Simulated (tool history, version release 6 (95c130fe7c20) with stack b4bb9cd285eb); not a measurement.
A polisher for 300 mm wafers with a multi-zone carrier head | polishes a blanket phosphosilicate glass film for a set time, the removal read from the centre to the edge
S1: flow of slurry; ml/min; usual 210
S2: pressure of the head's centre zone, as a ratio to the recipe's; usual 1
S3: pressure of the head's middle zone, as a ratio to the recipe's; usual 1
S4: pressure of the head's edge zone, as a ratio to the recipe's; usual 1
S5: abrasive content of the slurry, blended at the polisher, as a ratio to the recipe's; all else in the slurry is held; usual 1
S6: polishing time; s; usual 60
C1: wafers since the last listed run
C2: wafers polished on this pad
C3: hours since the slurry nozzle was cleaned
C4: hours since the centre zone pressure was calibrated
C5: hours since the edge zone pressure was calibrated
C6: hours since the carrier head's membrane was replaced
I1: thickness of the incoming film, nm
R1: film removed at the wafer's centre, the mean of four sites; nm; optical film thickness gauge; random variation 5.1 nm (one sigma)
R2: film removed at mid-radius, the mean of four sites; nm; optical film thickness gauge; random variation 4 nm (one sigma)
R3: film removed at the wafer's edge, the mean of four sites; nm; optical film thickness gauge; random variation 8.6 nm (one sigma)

run 1 hour=0 | S1=260 S2=1 S3=1 S4=1 S5=1.15 S6=60 | C1=0 C2=21 C3=628.7 C4=214 C5=525.2 C6=121.6 | I1=3326.6 | R1=642.7 R2=640 R3=681.9
run 2 hour=39.3 | S1=260 S2=1 S3=1 S4=1 S5=1.15 S6=60 | C1=243 C2=265 C3=668 C4=253.3 C5=564.5 C6=160.9 | I1=3381.7 | R1=640.3 R2=630.5 R3=658.2
run 3 hour=83.3 | S1=210 S2=1 S3=1 S4=1 S5=1 S6=60 | C1=273 C2=538 C3=712 C4=297.3 C5=608.5 C6=204.9 | I1=3315.7 | R1=597.6 R2=605.7 R3=652.3
-- hour=126.6 slurry nozzle cleaned
run 4 hour=183.3 | S1=210 S2=1 S3=1 S4=1 S5=1 S6=60 | C1=614 C2=1152 C3=56.7 C4=397.3 C5=708.5 C6=304.9 | I1=3372.4 | R1=581.8 R2=602 R3=623.1
-- hour=264.1 worn pad replaced by a new one
run 5 hour=269.7 | S1=210 S2=1 S3=1 S4=1 S5=1 S6=60 | C1=511 C2=34 C3=143.1 C4=483.7 C5=794.9 C6=391.3 | I1=3348.2 | R1=572.2 R2=596 R3=645.4
-- hour=306 centre zone pressure recalibrated
run 6 hour=353.1 | S1=210 S2=1 S3=1 S4=1 S5=1 S6=60 | C1=505 C2=539 C3=226.5 C4=47.1 C5=878.3 C6=474.7 | I1=3325.6 | R1=609.3 R2=609.9 R3=629.5
run 7 hour=451.6 | S1=210 S2=1 S3=1 S4=1 S5=1 S6=60 | C1=611 C2=1151 C3=325 C4=145.6 C5=976.8 C6=573.2 | I1=3275.9 | R1=601.4 R2=593.7 R3=643.2
-- hour=517.3 worn pad replaced by a new one
run 8 hour=531.7 | S1=210 S2=1 S3=1 S4=1 S5=1 S6=60 | C1=472 C2=89 C3=405.1 C4=225.7 C5=1056.9 C6=653.3 | I1=3379.8 | R1=593.9 R2=598.8 R3=641.9
run 9 hour=630.6 | S1=210 S2=1 S3=1 S4=1.11 S5=1 S6=45 | C1=613 C2=703 C3=504 C4=324.6 C5=1155.8 C6=752.2 | I1=3413.5 | R1=438.3 R2=448.2 R3=509.2
run 10 hour=716.1 | S1=210 S2=1 S3=1 S4=1 S5=1 S6=60 | C1=530 C2=1234 C3=589.5 C4=410.1 C5=1241.3 C6=837.7 | I1=3308.3 | R1=579.8 R2=597.9 R3=631.4
-- hour=737.9 slurry nozzle cleaned
run 11 hour=758.1 | S1=210 S2=1 S3=0.93 S4=1 S5=0.8 S6=49 | C1=254 C2=1488 C3=20.2 C4=452.1 C5=1283.3 C6=879.7 | I1=3311.7 | R1=435.5 R2=434.3 R3=494.2
-- hour=784.9 worn pad replaced by a new one
-- hour=793.6 carrier head's membrane replaced by a new one
run 12 hour=842.8 | S1=255 S2=1 S3=1 S4=1 S5=0.75 S6=60 | C1=469 C2=328 C3=104.9 C4=536.8 C5=1368 C6=49.2 | I1=3371.5 | R1=513.4 R2=555.2 R3=584.3
-- hour=887.5 centre zone pressure recalibrated
run 13 hour=930.3 | S1=270 S2=1 S3=1 S4=1 S5=1.1 S6=60 | C1=530 C2=859 C3=192.4 C4=42.8 C5=1455.5 C6=136.7 | I1=3305 | R1=650.7 R2=635.7 R3=651.4
-- hour=1004.2 edge zone pressure recalibrated
-- hour=1008.6 worn pad replaced by a new one
run 14 hour=1190.3 | S1=210 S2=0.91 S3=1 S4=1 S5=1 S6=75 | C1=1576 C2=1127 C3=452.4 C4=302.8 C5=186.1 C6=396.7 | I1=3338.2 | R1=694.4 R2=741.7 R3=802.3
-- hour=1262.5 worn pad replaced by a new one
run 15 hour=1267.9 | S1=245 S2=0.94 S3=1.11 S4=1 S5=1 S6=60 | C1=456 C2=33 C3=530 C4=380.4 C5=263.7 C6=474.3 | I1=3347.5 | R1=577.3 R2=667.2 R3=638.5

The tool's hidden state at each run:
removal rate lost through wear of the pad, %: 0 in every run
slurry flow missing at the pad, %: 0 in every run
deviation of the edge zone's pressure from its setpoint, %: 0 in every run
H1: deviation of the centre zone's pressure from its setpoint, %
run=1 H1=-1.47
run=2 H1=-2.12
run=3 H1=-2.99
run=4 H1=-5.47
run=5 H1=-8.19
run=6 H1=-0.968
run=7 H1=-1.65
run=8 H1=-2.71
run=9 H1=-4.66
run=10 H1=-6.9
run=11 H1=-8.2
run=12 H1=-11.2
run=13 H1=1.23
run=14 H1=-1.98
run=15 H1=-3.88
